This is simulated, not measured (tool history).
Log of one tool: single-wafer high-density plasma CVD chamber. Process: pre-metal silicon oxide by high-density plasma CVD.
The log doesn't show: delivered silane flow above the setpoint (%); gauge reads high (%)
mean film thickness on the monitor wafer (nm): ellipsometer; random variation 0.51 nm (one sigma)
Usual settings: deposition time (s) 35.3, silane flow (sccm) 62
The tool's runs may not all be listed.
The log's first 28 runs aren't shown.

run	hour	deposition time (s)	silane flow (sccm)	wafers since the last listed run	hours since the silane flow controller was replaced	hours since the gauge calibration	read-back reference wafer on the same gauge, thickness_nm	mean film thickness on the monitor wafer (nm)
29	787.0	38.1	69	272	302.9	163.0	182.993	255.099
30	813.4	41.1	69	428	329.3	189.4	182.833	274.222
31	847.4	38.0	62	552	363.3	223.4	182.791	233.361
32	881.6	41.3	50	555	397.5	257.6	182.783	216.553
33	898.9	35.3	62	281	414.8	274.9	182.722	216.569
34	917.7	35.3	62	305	433.6	293.7	182.514	216.667
35	934.2	28.9	50	268	450.1	310.2	182.540	151.885
36	955.1	30.8	56	339	471.0	331.1	182.487	174.951

Forecast each of these 3 alternatives for the next run:
A	955.5	35.3	54	6	471.4	331.5	?	?
B	955.5	35.3	71	6	471.4	331.5	?	?
C	955.5	32.4	68	6	471.4	331.5	?	?

run	read-back reference wafer on the same gauge, thickness_nm	mean film thickness on the monitor wafer (nm)
A	182.424	196.688
B	182.424	241.301
C	182.424	214.251
Without the tool's hidden state the same runs would have given:
run	mean film thickness on the monitor wafer (nm)
A	197.191
B	241.918
C	214.799
